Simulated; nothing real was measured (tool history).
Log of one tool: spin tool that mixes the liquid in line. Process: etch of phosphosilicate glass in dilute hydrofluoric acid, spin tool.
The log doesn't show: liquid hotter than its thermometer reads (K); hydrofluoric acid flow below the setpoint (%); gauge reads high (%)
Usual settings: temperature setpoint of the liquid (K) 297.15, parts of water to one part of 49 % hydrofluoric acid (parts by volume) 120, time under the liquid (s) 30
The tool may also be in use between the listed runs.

run,day,temperature setpoint of the liquid (K),parts of water to one part of 49 % hydrofluoric acid (parts by volume),time under the liquid (s),wafers since the last listed run,hours since the thermometer was replaced,hours since the hydrofluoric acid flow meter was replaced,hours since the gauge calibration,"read-back film thickness of the phosphosilicate glass reference wafer, read on the same gauge (nm)",thickness taken off the phosphosilicate glass on a monitor wafer (angstrom)
1,0.000,297.15,120,30,0,2605.7,876.9,675.4,40.00,480.0
2,0.504,297.15,165,30,228,2617.8,889.0,687.5,40.00,325.9
3,1.896,297.15,120,30,630,2651.2,922.4,720.9,40.05,474.1
4,3.267,297.15,120,30,621,2684.1,955.3,753.8,40.01,469.8
5,4.688,297.15,120,30,643,2718.2,989.4,787.9,39.99,473.3
6,5.642,297.15,150,30,432,2741.1,1012.3,810.8,40.00,366.3
7,7.133,297.15,150,30,675,2776.9,1048.1,846.6,39.97,354.7
8,7.958,297.15,150,30,373,2796.7,1067.9,866.4,40.00,357.9
9,8.933,300.65,120,30,441,2820.1,1091.3,889.8,39.99,529.2
10,10.396,297.15,120,30,662,2855.2,1126.4,924.9,39.99,472.2
11,11.862,297.15,120,30,664,2890.4,1161.6,960.1,40.03,462.8
# day 13.296: gauge calibrated
12,14.042,298.65,120,30,987,2942.7,1213.9,17.9,39.97,480.4
13,15.033,298.65,120,30,449,2966.5,1237.7,41.7,40.00,479.7
14,16.438,297.15,145,30,636,3000.2,1271.4,75.4,40.00,357.7
15,17.521,297.15,120,30,490,3026.2,1297.4,101.4,39.98,452.8
16,18.329,297.15,155,30,366,3045.6,1316.8,120.8,40.02,338.9
# day 18.992: thermometer replaced
17,19.688,298.65,140,20,596,16.7,1349.4,153.4,39.98,270.2
# day 20.125: hydrofluoric acid flow meter replaced
18,20.742,297.15,105,15,458,42.0,14.8,178.7,39.96,302.2
19,21.912,293.65,180,15,530,70.1,42.9,206.8,40.01,144.4
20,22.838,297.15,120,40,419,92.3,65.1,229.0,39.96,702.3
21,23.621,297.15,155,30,354,111.1,83.9,247.8,39.98,389.9
22,24.162,297.15,120,30,245,124.1,96.9,260.8,40.01,525.1
23,25.300,297.15,95,30,515,151.4,124.2,288.1,40.00,673.9
24,26.183,297.15,160,30,400,172.6,145.4,309.3,40.01,375.6
25,27.096,297.15,120,30,413,194.5,167.3,331.2,40.00,518.8
26,28.238,294.15,75,30,517,221.9,194.7,358.6,40.00,782.3
27,29.283,297.15,120,30,473,247.0,219.8,383.7,39.98,515.4
28,29.925,300.15,120,30,290,262.4,235.2,399.1,39.98,565.6
29,31.167,297.15,120,30,562,292.2,265.0,428.9,40.02,512.5
30,31.992,298.65,145,45,373,312.0,284.8,448.7,40.02,658.4
31,32.888,299.65,120,30,405,333.5,306.3,470.2,39.99,560.8
32,33.942,292.65,120,25,477,358.8,331.6,495.5,40.04,355.6

Measured less the same run without the tool's hidden state. The same run-to-run variation is in both; the gauge's scatter may not be:
run,thickness taken off the phosphosilicate glass on a monitor wafer (angstrom)
1,-54.7
2,-39.0
3,-56.5
4,-57.7
5,-59.9
6,-48.6
7,-48.6
8,-49.8
9,-74.1
10,-67.4
11,-67.8
12,-73.8
13,-75.1
14,-58.5
15,-73.8
16,-57.8
17,-46.9
18,-2.3
19,-1.5
20,-8.6
21,-5.6
22,-8.0
23,-11.8
24,-7.7
25,-11.4
26,-18.2
27,-13.9
28,-16.1
29,-16.0
30,-22.3
31,-19.9
32,-13.2

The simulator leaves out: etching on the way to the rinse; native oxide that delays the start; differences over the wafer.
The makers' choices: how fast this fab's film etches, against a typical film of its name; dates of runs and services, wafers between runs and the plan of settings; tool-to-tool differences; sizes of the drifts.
